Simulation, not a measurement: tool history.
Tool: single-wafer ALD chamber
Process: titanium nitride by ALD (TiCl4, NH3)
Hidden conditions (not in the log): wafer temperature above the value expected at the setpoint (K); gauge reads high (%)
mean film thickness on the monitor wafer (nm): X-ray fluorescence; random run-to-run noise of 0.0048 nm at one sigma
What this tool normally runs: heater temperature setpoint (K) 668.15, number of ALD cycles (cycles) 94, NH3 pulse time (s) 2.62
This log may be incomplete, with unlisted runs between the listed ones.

run	hour	heater temperature setpoint (K)	number of ALD cycles (cycles)	NH3 pulse time (s)	wafers since the last listed run	hours since the last thermocouple change	hours since the showerhead was replaced	hours since the gauge calibration	read-back reference wafer on the same gauge, thickness_nm	mean film thickness on the monitor wafer (nm)
1	0	668.15	94	2.62	0	1210.7	5950.2	1068.1	2.187	1.94
2	46.9	668.15	94	2.62	128	1257.6	5997.1	1115	2.188	1.933
3	139.7	668.15	94	2.62	254	1350.4	6089.9	1207.8	2.195	1.934
4	184.4	668.15	99	2.62	122	1395.1	6134.6	1252.5	2.193	2.028
5	242.9	668.15	99	2.62	160	1453.6	6193.1	1311	2.195	2.036
6	333.4	668.15	99	2.62	248	1544.1	6283.6	1401.5	2.202	2.049
7	412.4	668.15	94	3.02	216	1623.1	6362.6	1480.5	2.198	1.947
8	458.6	660.15	94	2.62	126	1669.3	6408.8	1526.7	2.205	1.934
9	550.9	660.15	94	2.62	253	1761.6	6501.1	1619	2.206	1.934
10	618.8	668.15	94	3.13	186	1829.5	6569	1686.9	2.211	1.965
11	697.8	668.15	94	3.13	216	1908.5	6648	1765.9	2.214	1.962
12	801.2	668.15	94	3.13	283	2011.9	6751.4	1869.3	2.22	1.966
# hour 827.7: gauge calibrated
13	857.8	668.15	94	2.62	155	2068.5	6808	30.1	2.18	1.923
# hour 932.3: thermocouple changed; heater temperature recalibrated
14	956.7	674.15	94	2.62	249	24.4	6906.9	129	2.178	1.922
15	1075	668.15	94	2.62	324	142.7	7025.2	247.3	2.18	1.914
16	1126.2	668.15	94	2.62	140	193.9	7076.4	298.5	2.18	1.927
17	1216.1	668.15	94	2.62	246	283.8	7166.3	388.4	2.181	1.928
18	1282.4	668.15	94	2.62	181	350.1	7232.6	454.7	2.184	1.925
# hour 1374.1: showerhead replaced
19	1377.4	654.15	108	1.67	238	445.1	3.3	549.7	2.18	2.139
20	1434.7	662.15	109	2.26	157	502.4	60.6	607	2.181	2.212
21	1537.5	682.15	108	2.62	282	605.2	163.4	709.8	2.182	2.229
22	1615.7	659.15	75	2.88	214	683.4	241.6	788	2.186	1.53
23	1669.4	668.15	106	2.62	147	737.1	295.3	841.7	2.189	2.176
24	1756.4	668.15	94	2.62	238	824.1	382.3	928.7	2.191	1.93
25	1823.9	660.15	102	3.37	185	891.6	449.8	996.2	2.191	2.11
26	1898.2	668.15	94	2.62	203	965.9	524.1	1070.5	2.192	1.927
27	2003.5	657.15	107	1.65	288	1071.2	629.4	1175.8	2.198	2.142
28	2065.9	661.15	94	2.62	171	1133.6	691.8	1238.2	2.2	1.938
29	2111.6	668.15	94	2.62	125	1179.3	737.5	1283.9	2.198	1.946
30	2350.1	656.15	107	2.89	654	1417.8	976	1522.4	2.207	2.204
31	2455.5	681.15	75	2.1	289	1523.2	1081.4	1627.8	2.21	1.554
32	2530.2	657.15	94	1.97	204	1597.9	1156.1	1702.5	2.213	1.907
33	2613.4	679.15	101	3.43	228	1681.1	1239.3	1785.7	2.217	2.134

Across each entry between runs, compare the hidden state at the last listed run before it with the hidden state at the first listed run after it:
Runs 12 to 13: gauge calibrated (hour 827.7)
  gauge reads high (%): 1.79 -> -0.0904
  measured value less the no-hidden-state value, mean film thickness on the monitor wafer (nm): +0.035 -> -0.002
Runs 13 to 14: thermocouple changed; heater temperature recalibrated (hour 932.3)
  gauge reads high (%): -0.0904 -> -0.0811
  measured value less the no-hidden-state value, mean film thickness on the monitor wafer (nm): -0.002 -> -0.001
Runs 18 to 19: showerhead replaced (hour 1374.1)
  gauge reads high (%): 0.0314 -> 0.0879
  measured value less the no-hidden-state value, mean film thickness on the monitor wafer (nm): +0.001 -> +0.002
